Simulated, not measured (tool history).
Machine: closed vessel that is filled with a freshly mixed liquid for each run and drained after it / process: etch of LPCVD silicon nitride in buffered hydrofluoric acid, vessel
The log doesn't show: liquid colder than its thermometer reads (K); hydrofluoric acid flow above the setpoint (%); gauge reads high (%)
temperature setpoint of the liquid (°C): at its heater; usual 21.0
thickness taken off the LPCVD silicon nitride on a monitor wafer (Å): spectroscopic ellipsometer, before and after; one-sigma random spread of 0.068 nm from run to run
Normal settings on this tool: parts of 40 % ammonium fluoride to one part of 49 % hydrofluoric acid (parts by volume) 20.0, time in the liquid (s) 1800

run	hour	temperature setpoint of the liquid (°C)	parts of 40 % ammonium fluoride to one part of 49 % hydrofluoric acid (parts by volume)	time in the liquid (s)	wafers since the last listed run	hours since the thermometer was replaced	hours since the hydrofluoric acid flow meter was replaced	hours since the gauge calibration	read-back film thickness of the LPCVD silicon nitride reference wafer, read on the same gauge (nm)	thickness taken off the LPCVD silicon nitride on a monitor wafer (Å)
1	0.0	21.0	22.0	1800	0	1042.1	502.7	128.1	109.98	88.5
2	17.5	21.0	22.0	1800	656	1059.6	520.2	145.6	110.01	87.9
3	35.4	21.0	22.0	1800	671	1077.5	538.1	163.5	110.00	88.6
4	47.0	21.0	20.0	1800	435	1089.1	549.7	175.1	110.03	96.9
5	56.1	21.0	20.0	1800	341	1098.2	558.8	184.2	110.02	97.8
6	71.0	21.0	20.0	1800	559	1113.1	573.7	199.1	110.03	96.5
7	87.2	21.0	24.0	1800	608	1129.3	589.9	215.3	110.01	82.6
8	100.0	21.0	24.0	1800	480	1142.1	602.7	228.1	110.01	83.6
9	106.2	19.5	20.0	1800	232	1148.3	608.9	234.3	110.01	90.1
10	121.2	21.0	20.0	1800	563	1163.3	623.9	249.3	109.99	97.6
11	128.6	21.0	20.0	1800	277	1170.7	631.3	256.7	109.96	97.0
# hour 142.3: hydrofluoric acid flow meter replaced
12	146.0	21.0	20.0	1800	615	1188.1	3.7	274.1	110.03	89.2
13	157.3	21.0	20.0	1800	424	1199.4	15.0	285.4	109.98	89.4
14	166.1	21.0	20.0	1800	330	1208.2	23.8	294.2	110.03	88.2
15	174.6	25.5	20.0	1350	319	1216.7	32.3	302.7	109.96	85.5
16	188.8	19.5	16.5	1800	532	1230.9	46.5	316.9	110.01	98.5
# hour 201.9: gauge calibrated
# hour 203.0: thermometer replaced
17	216.9	24.0	20.0	880	1017	13.9	74.6	15.0	110.02	59.0

Expected results for the next run?
18	241.7	22.5	14.5	1800	930	38.7	99.4	39.8	?	?

{"run 18": {"read-back film thickness of the LPCVD silicon nitride reference wafer, read on the same gauge (nm)": 110.0, "thickness taken off the LPCVD silicon nitride on a monitor wafer (Å)": 153.2}}
Were there no unlogged condition in the tool, this run, its random variation unchanged, would have produced thickness taken off the LPCVD silicon nitride on a monitor wafer (Å) 149.7.
